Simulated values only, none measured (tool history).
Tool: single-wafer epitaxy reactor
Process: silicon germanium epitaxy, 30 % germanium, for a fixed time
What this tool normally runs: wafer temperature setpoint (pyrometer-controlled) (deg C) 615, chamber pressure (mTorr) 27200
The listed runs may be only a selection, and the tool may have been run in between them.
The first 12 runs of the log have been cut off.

run,hour,wafer temperature setpoint (pyrometer-controlled) (deg C),chamber pressure (mTorr),wafers since the last listed run,hours since the last pyrometer calibration,hours since the last manometer calibration,hours since the showerhead was replaced,hours since the gauge calibration,"read-back reference wafer on the same gauge, thickness_nm",mean film thickness on the monitor wafer (nm)
13,574.3,615,27200,616,1476.8,1421.6,6639.4,650.2,92.897,86.775
14,598.5,615,27200,441,1501,1445.8,6663.6,674.4,92.858,86.508
15,651.1,615,27200,960,1553.6,1498.4,6716.2,727,92.903,86.386
16,697.9,615,23000,854,1600.4,1545.2,6763,773.8,92.687,82.504
17,754.5,630,25400,1033,1657,1601.8,6819.6,830.4,92.838,113.977
# hour 765.6: gauge calibrated
18,791.4,608,31400,673,1693.9,1638.7,6856.5,25.8,92.707,78.116
19,832.6,615,27200,751,1735.1,1679.9,6897.7,67,92.846,86.297
20,866.9,611,30500,626,1769.4,1714.2,6932,101.3,92.777,82.569
21,927.9,611,21600,1113,1830.4,1775.2,6993,162.3,92.718,75.328
22,995.3,621,32300,1230,1897.8,1842.6,7060.4,229.7,92.885,102.192
23,1027.9,615,27200,595,1930.4,1875.2,7093,262.3,92.757,86.187
# hour 1054.9: showerhead replaced
24,1056,610,32400,366,1958.5,1903.3,1.1,290.4,92.65,82.499
25,1109.3,605,22400,972,2011.8,1956.6,54.4,343.7,92.777,67.072
# hour 1118.9: capacitance manometer re-zeroed and calibrated
# hour 1145.3: pyrometer calibrated
26,1162.1,623,27200,671,16.8,43.2,107.2,396.5,92.762,100.461
27,1208.7,605,22400,850,63.4,89.8,153.8,443.1,92.768,66.233
28,1251.9,615,27200,788,106.6,133,197,486.3,92.823,85.384
29,1309.3,608,32300,1047,164,190.4,254.4,543.7,92.932,77.461
30,1344,629,31900,633,198.7,225.1,289.1,578.4,92.912,117.722
# hour 1492.4: capacitance manometer re-zeroed and calibrated, repeated, since the last time left the tool worse
31,1538.8,623,23100,3409,393.5,46.4,483.9,773.2,92.657,98.516
32,1597,615,27200,1062,451.7,104.6,542.1,831.4,92.78,87.938
33,1623.3,602,27200,480,478,130.9,568.4,857.7,92.83,66.777
34,1687.9,628,30000,1179,542.6,195.5,633,922.3,92.887,116.333
# hour 1723: gauge calibrated
35,1755,611,23700,1224,609.7,262.6,700.1,32,92.808,78.073

Branching from run 35: 4 alternative next runs. What would each branch give?
A,1755.4,608,27200,7,610.1,263,700.5,32.4,?,?
B,1755.4,627,22900,7,610.1,263,700.5,32.4,?,?
C,1755.4,625,29700,7,610.1,263,700.5,32.4,?,?
D,1755.4,622,23200,7,610.1,263,700.5,32.4,?,?

run,"read-back reference wafer on the same gauge, thickness_nm",mean film thickness on the monitor wafer (nm)
A,92.799,76.202
B,92.799,106.403
C,92.799,109.818
D,92.799,96.777
Without the tool's unlogged condition, the same runs would have read:
run,mean film thickness on the monitor wafer (nm)
A,76.465
B,106.771
C,110.197
D,97.112
